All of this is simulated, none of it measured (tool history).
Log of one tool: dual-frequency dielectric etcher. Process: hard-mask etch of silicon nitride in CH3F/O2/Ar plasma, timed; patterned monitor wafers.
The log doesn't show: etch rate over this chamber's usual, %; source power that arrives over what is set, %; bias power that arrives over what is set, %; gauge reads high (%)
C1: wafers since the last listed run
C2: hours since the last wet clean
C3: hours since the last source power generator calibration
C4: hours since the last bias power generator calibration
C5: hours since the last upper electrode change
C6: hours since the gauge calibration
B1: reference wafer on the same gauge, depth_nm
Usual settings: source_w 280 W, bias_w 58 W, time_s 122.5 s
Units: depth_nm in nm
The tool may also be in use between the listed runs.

run 1 hour=0 | source_w=280 bias_w=58 time_s=122.5 | C1=0 C2=243.2 C3=4205.8 C4=3004.9 C5=5671.6 C6=168.1 | B1=77.4 | depth_nm=78.6
run 2 hour=9.5 | source_w=280 bias_w=58 time_s=122.5 | C1=67 C2=252.7 C3=4215.3 C4=3014.4 C5=5681.1 C6=177.6 | B1=77.5 | depth_nm=78.5
run 3 hour=25.2 | source_w=280 bias_w=58 time_s=122.5 | C1=111 C2=268.4 C3=4231 C4=3030.1 C5=5696.8 C6=193.3 | B1=77.6 | depth_nm=78.4
run 4 hour=41.2 | source_w=280 bias_w=69 time_s=122.5 | C1=113 C2=284.4 C3=4247 C4=3046.1 C5=5712.8 C6=209.3 | B1=77.6 | depth_nm=83
run 5 hour=59 | source_w=280 bias_w=69 time_s=122.5 | C1=126 C2=302.2 C3=4264.8 C4=3063.9 C5=5730.6 C6=227.1 | B1=77.4 | depth_nm=81.6
run 6 hour=75.4 | source_w=280 bias_w=69 time_s=122.5 | C1=116 C2=318.6 C3=4281.2 C4=3080.3 C5=5747 C6=243.5 | B1=77.5 | depth_nm=82
run 7 hour=85.2 | source_w=230 bias_w=58 time_s=103.5 | C1=69 C2=328.4 C3=4291 C4=3090.1 C5=5756.8 C6=253.3 | B1=77.4 | depth_nm=62.6
run 8 hour=98.4 | source_w=230 bias_w=58 time_s=103.5 | C1=93 C2=341.6 C3=4304.2 C4=3103.3 C5=5770 C6=266.5 | B1=77.3 | depth_nm=63.2
run 9 hour=105.5 | source_w=230 bias_w=58 time_s=103.5 | C1=50 C2=348.7 C3=4311.3 C4=3110.4 C5=5777.1 C6=273.6 | B1=77.4 | depth_nm=62.1
run 10 hour=115.8 | source_w=280 bias_w=58 time_s=122.5 | C1=72 C2=359 C3=4321.6 C4=3120.7 C5=5787.4 C6=283.9 | B1=77.6 | depth_nm=79.8
run 11 hour=132.9 | source_w=280 bias_w=58 time_s=122.5 | C1=121 C2=376.1 C3=4338.7 C4=3137.8 C5=5804.5 C6=301 | B1=77.4 | depth_nm=79.8
run 12 hour=147.2 | source_w=280 bias_w=58 time_s=122.5 | C1=101 C2=390.4 C3=4353 C4=3152.1 C5=5818.8 C6=315.3 | B1=77.6 | depth_nm=80.6
-- hour=149.4 gauge calibrated
run 13 hour=156.7 | source_w=280 bias_w=49 time_s=141.5 | C1=67 C2=399.9 C3=4362.5 C4=3161.6 C5=5828.3 C6=7.3 | B1=77.7 | depth_nm=87.8
run 14 hour=163.2 | source_w=280 bias_w=49 time_s=141.5 | C1=46 C2=406.4 C3=4369 C4=3168.1 C5=5834.8 C6=13.8 | B1=77.6 | depth_nm=88.2
run 15 hour=178.6 | source_w=280 bias_w=49 time_s=141.5 | C1=109 C2=421.8 C3=4384.4 C4=3183.5 C5=5850.2 C6=29.2 | B1=77.4 | depth_nm=89.9
-- hour=188.9 bias power generator calibrated
run 16 hour=192.1 | source_w=240 bias_w=53 time_s=122.5 | C1=67 C2=435.3 C3=4397.9 C4=3.2 C5=5863.7 C6=42.7 | B1=77.7 | depth_nm=74.4
run 17 hour=199.9 | source_w=280 bias_w=58 time_s=122.5 | C1=55 C2=443.1 C3=4405.7 C4=11 C5=5871.5 C6=50.5 | B1=77.6 | depth_nm=80.5
run 18 hour=207.4 | source_w=280 bias_w=49 time_s=141.5 | C1=53 C2=450.6 C3=4413.2 C4=18.5 C5=5879 C6=58 | B1=77.5 | depth_nm=89.1
run 19 hour=224.6 | source_w=240 bias_w=53 time_s=122.5 | C1=121 C2=467.8 C3=4430.4 C4=35.7 C5=5896.2 C6=75.2 | B1=77.6 | depth_nm=75.6
-- hour=241.7 source power generator calibrated
run 20 hour=242.2 | source_w=230 bias_w=58 time_s=103.5 | C1=96 C2=485.4 C3=0.5 C4=53.3 C5=5913.8 C6=92.8 | B1=77.2 | depth_nm=64
run 21 hour=256.4 | source_w=350 bias_w=69 time_s=98.5 | C1=100 C2=499.6 C3=14.7 C4=67.5 C5=5928 C6=107 | B1=77.6 | depth_nm=72.5
-- hour=280.9 upper electrode replaced
-- hour=305.1 wet clean of the chamber
run 22 hour=305.6 | source_w=230 bias_w=58 time_s=110.5 | C1=8 C2=0.5 C3=63.9 C4=116.7 C5=24.7 C6=156.2 | B1=77.4 | depth_nm=65.1
run 23 hour=306 | source_w=280 bias_w=65 time_s=156.5 | C1=2 C2=0.9 C3=64.3 C4=117.1 C5=25.1 C6=156.6 | B1=77.4 | depth_nm=100.5
run 24 hour=306.3 | source_w=220 bias_w=68 time_s=122.5 | C1=2 C2=1.2 C3=64.6 C4=117.4 C5=25.4 C6=156.9 | B1=77.3 | depth_nm=73.5
run 25 hour=311.9 | source_w=320 bias_w=71 time_s=107.5 | C1=39 C2=6.8 C3=70.2 C4=123 C5=31 C6=162.5 | B1=77.6 | depth_nm=74.1
run 26 hour=318.3 | source_w=320 bias_w=64 time_s=122.5 | C1=45 C2=13.2 C3=76.6 C4=129.4 C5=37.4 C6=168.9 | B1=77.5 | depth_nm=82.2
run 27 hour=332.4 | source_w=230 bias_w=54 time_s=109.5 | C1=99 C2=27.3 C3=90.7 C4=143.5 C5=51.5 C6=183 | B1=77.7 | depth_nm=62.9
run 28 hour=343.8 | source_w=260 bias_w=68 time_s=122.5 | C1=80 C2=38.7 C3=102.1 C4=154.9 C5=62.9 C6=194.4 | B1=77.5 | depth_nm=78.5
run 29 hour=357.8 | source_w=280 bias_w=58 time_s=87 | C1=99 C2=52.7 C3=116.1 C4=168.9 C5=76.9 C6=208.4 | B1=77.4 | depth_nm=54.4
run 30 hour=374.1 | source_w=280 bias_w=58 time_s=122.5 | C1=115 C2=69 C3=132.4 C4=185.2 C5=93.2 C6=224.7 | B1=77.4 | depth_nm=76.4
run 31 hour=386.1 | source_w=320 bias_w=71 time_s=107.5 | C1=85 C2=81 C3=144.4 C4=197.2 C5=105.2 C6=236.7 | B1=77.2 | depth_nm=75.1

Hidden state or all else? Some run-to-run changes of depth_nm, split into what the settings, what came in and random variation would give without the hidden state, and what is left for the hidden state (with any gauge scatter that isn't in both results):
Run 6 -> 7: source_w 280 -> 230, bias_w 69 -> 58, time_s 122.5 -> 103.5. depth_nm -19.4 nm: hidden state -0.5, all else -18.9.
Run 9 -> 10: source_w 230 -> 280, time_s 103.5 -> 122.5. depth_nm +17.7 nm: hidden state +0.5, all else +17.2.
Run 21 -> 22: source_w 350 -> 230, bias_w 69 -> 58, time_s 98.5 -> 110.5, upper electrode replaced, wet clean of the chamber. depth_nm -7.4 nm: hidden state -3.5, all else -3.9.
Run 22 -> 23: source_w 230 -> 280, bias_w 58 -> 65, time_s 110.5 -> 156.5. depth_nm +35.4 nm: hidden state -0.4, all else +35.8.
Run 23 -> 24: source_w 280 -> 220, bias_w 65 -> 68, time_s 156.5 -> 122.5. depth_nm -27 nm: hidden state +0.3, all else -27.3.
Run 28 -> 29: source_w 260 -> 280, bias_w 68 -> 58, time_s 122.5 -> 87. depth_nm -24.1 nm: hidden state +0.2, all else -24.3.
